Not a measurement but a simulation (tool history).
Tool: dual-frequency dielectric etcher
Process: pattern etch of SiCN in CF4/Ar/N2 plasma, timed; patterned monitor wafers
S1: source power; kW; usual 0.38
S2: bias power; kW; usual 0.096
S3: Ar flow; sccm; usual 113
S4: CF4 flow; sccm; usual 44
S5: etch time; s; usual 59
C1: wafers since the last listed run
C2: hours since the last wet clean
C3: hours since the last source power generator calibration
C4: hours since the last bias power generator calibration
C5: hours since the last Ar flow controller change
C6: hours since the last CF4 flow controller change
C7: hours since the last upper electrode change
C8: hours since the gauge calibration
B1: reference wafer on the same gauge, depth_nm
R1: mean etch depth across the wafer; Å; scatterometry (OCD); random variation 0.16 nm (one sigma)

run 1 hour=0 | S1=0.38 S2=0.096 S3=113 S4=44 S5=63 | C1=0 C2=301 C3=3985.1 C4=2331.3 C5=5430.7 C6=4257.4 C7=3094.6 C8=548.7 | B1=36.8 | R1=427.1
run 2 hour=23.6 | S1=0.38 S2=0.096 S3=113 S4=44 S5=63 | C1=319 C2=324.6 C3=4008.7 C4=2354.9 C5=5454.3 C6=4281 C7=3118.2 C8=572.3 | B1=36.83 | R1=428
run 3 hour=54 | S1=0.38 S2=0.096 S3=113 S4=44 S5=59 | C1=411 C2=355 C3=4039.1 C4=2385.3 C5=5484.7 C6=4311.4 C7=3148.6 C8=602.7 | B1=36.8 | R1=396.7
run 4 hour=87 | S1=0.38 S2=0.096 S3=113 S4=44 S5=59 | C1=447 C2=388 C3=4072.1 C4=2418.3 C5=5517.7 C6=4344.4 C7=3181.6 C8=635.7 | B1=36.76 | R1=394.4
run 5 hour=161.8 | S1=0.38 S2=0.096 S3=113 S4=44 S5=59 | C1=1013 C2=462.8 C3=4146.9 C4=2493.1 C5=5592.5 C6=4419.2 C7=3256.4 C8=710.5 | B1=36.79 | R1=396.9
-- hour=181.9 source power generator calibrated
run 6 hour=188 | S1=0.38 S2=0.096 S3=113 S4=44 S5=59 | C1=300 C2=489 C3=6.1 C4=2519.3 C5=5618.7 C6=4445.4 C7=3282.6 C8=736.7 | B1=36.76 | R1=393
-- hour=209 Ar flow controller replaced
run 7 hour=209.5 | S1=0.38 S2=0.096 S3=113 S4=44 S5=59 | C1=209 C2=510.5 C3=27.6 C4=2540.8 C5=0.5 C6=4466.9 C7=3304.1 C8=758.2 | B1=36.79 | R1=389.7
run 8 hour=227.3 | S1=0.42 S2=0.096 S3=113 S4=44 S5=59 | C1=241 C2=528.3 C3=45.4 C4=2558.6 C5=18.3 C6=4484.7 C7=3321.9 C8=776 | B1=36.84 | R1=432.9
run 9 hour=259.9 | S1=0.42 S2=0.096 S3=113 S4=44 S5=59 | C1=441 C2=560.9 C3=78 C4=2591.2 C5=50.9 C6=4517.3 C7=3354.5 C8=808.6 | B1=36.75 | R1=432.8
-- hour=267.8 CF4 flow controller replaced
-- hour=273 gauge calibrated
-- hour=287.3 wet clean of the chamber
run 10 hour=287.8 | S1=0.38 S2=0.096 S3=113 S4=44 S5=59 | C1=32 C2=0.5 C3=105.9 C4=2619.1 C5=78.8 C6=20 C7=3382.4 C8=14.8 | B1=36.82 | R1=411.6
-- hour=314.1 upper electrode replaced
run 11 hour=314.6 | S1=0.38 S2=0.096 S3=123 S4=49 S5=47.5 | C1=37 C2=27.3 C3=132.7 C4=2645.9 C5=105.6 C6=46.8 C7=0.5 C8=41.6 | B1=36.83 | R1=331.7
run 12 hour=328.9 | S1=0.38 S2=0.078 S3=113 S4=44 S5=59 | C1=193 C2=41.6 C3=147 C4=2660.2 C5=119.9 C6=61.1 C7=14.8 C8=55.9 | B1=36.82 | R1=387
run 13 hour=353.7 | S1=0.38 S2=0.096 S3=113 S4=44 S5=59 | C1=335 C2=66.4 C3=171.8 C4=2685 C5=144.7 C6=85.9 C7=39.6 C8=80.7 | B1=36.75 | R1=408.6
run 14 hour=381.9 | S1=0.38 S2=0.096 S3=113 S4=41 S5=75 | C1=381 C2=94.6 C3=200 C4=2713.2 C5=172.9 C6=114.1 C7=67.8 C8=108.9 | B1=36.84 | R1=515.6
-- hour=413.1 bias power generator calibrated
run 15 hour=413.6 | S1=0.38 S2=0.096 S3=113 S4=44 S5=59 | C1=375 C2=126.3 C3=231.7 C4=0.5 C5=204.6 C6=145.8 C7=99.5 C8=140.6 | B1=36.84 | R1=405.7
run 16 hour=434.8 | S1=0.41 S2=0.096 S3=113 S4=44 S5=59 | C1=287 C2=147.5 C3=252.9 C4=21.7 C5=225.8 C6=167 C7=120.7 C8=161.8 | B1=36.78 | R1=437.9
run 17 hour=470.2 | S1=0.35 S2=0.096 S3=126 S4=35 S5=44.5 | C1=479 C2=182.9 C3=288.3 C4=57.1 C5=261.2 C6=202.4 C7=156.1 C8=197.2 | B1=36.8 | R1=269.2
run 18 hour=492 | S1=0.3 S2=0.096 S3=113 S4=53 S5=76.5 | C1=295 C2=204.7 C3=310.1 C4=78.9 C5=283 C6=224.2 C7=177.9 C8=219 | B1=36.77 | R1=416
run 19 hour=527.2 | S1=0.3 S2=0.096 S3=113 S4=44 S5=59 | C1=476 C2=239.9 C3=345.3 C4=114.1 C5=318.2 C6=259.4 C7=213.1 C8=254.2 | B1=36.85 | R1=315
run 20 hour=541.9 | S1=0.38 S2=0.096 S3=113 S4=44 S5=59 | C1=199 C2=254.6 C3=360 C4=128.8 C5=332.9 C6=274.1 C7=227.8 C8=268.9 | B1=36.82 | R1=400.4
run 21 hour=562.9 | S1=0.38 S2=0.096 S3=135 S4=44 S5=59 | C1=284 C2=275.6 C3=381 C4=149.8 C5=353.9 C6=295.1 C7=248.8 C8=289.9 | B1=36.83 | R1=393.2
run 22 hour=588.1 | S1=0.38 S2=0.096 S3=102 S4=44 S5=59 | C1=341 C2=300.8 C3=406.2 C4=175 C5=379.1 C6=320.3 C7=274 C8=315.1 | B1=36.83 | R1=410

How the hidden state differs across the entries between the runs, from the last listed run before each to the first after it:
Between runs 5 and 6: source power generator calibrated (hour 181.9)
  etch rate over this chamber's usual, %: -3.51 -> -3.7
  measured less the result without the state, R1: -14.4 -> -15.1 Å
Between runs 6 and 7: Ar flow controller replaced (hour 209)
  etch rate over this chamber's usual, %: -3.7 -> -3.86
  measured less the result without the state, R1: -15.1 -> -15.6 Å
Between runs 9 and 10: CF4 flow controller replaced (hour 267.8); gauge calibrated (hour 273); wet clean of the chamber (hour 287.3)
  etch rate over this chamber's usual, %: -4.22 -> 0.322
  measured less the result without the state, R1: -19.1 -> +1.4 Å
Between runs 10 and 11: upper electrode replaced (hour 314.1)
  etch rate over this chamber's usual, %: 0.322 -> 0.128
  measured less the result without the state, R1: +1.4 -> +0.4 Å
Between runs 14 and 15: bias power generator calibrated (hour 413.1)
  etch rate over this chamber's usual, %: -0.357 -> -0.586
  measured less the result without the state, R1: -1.9 -> -2.4 Å
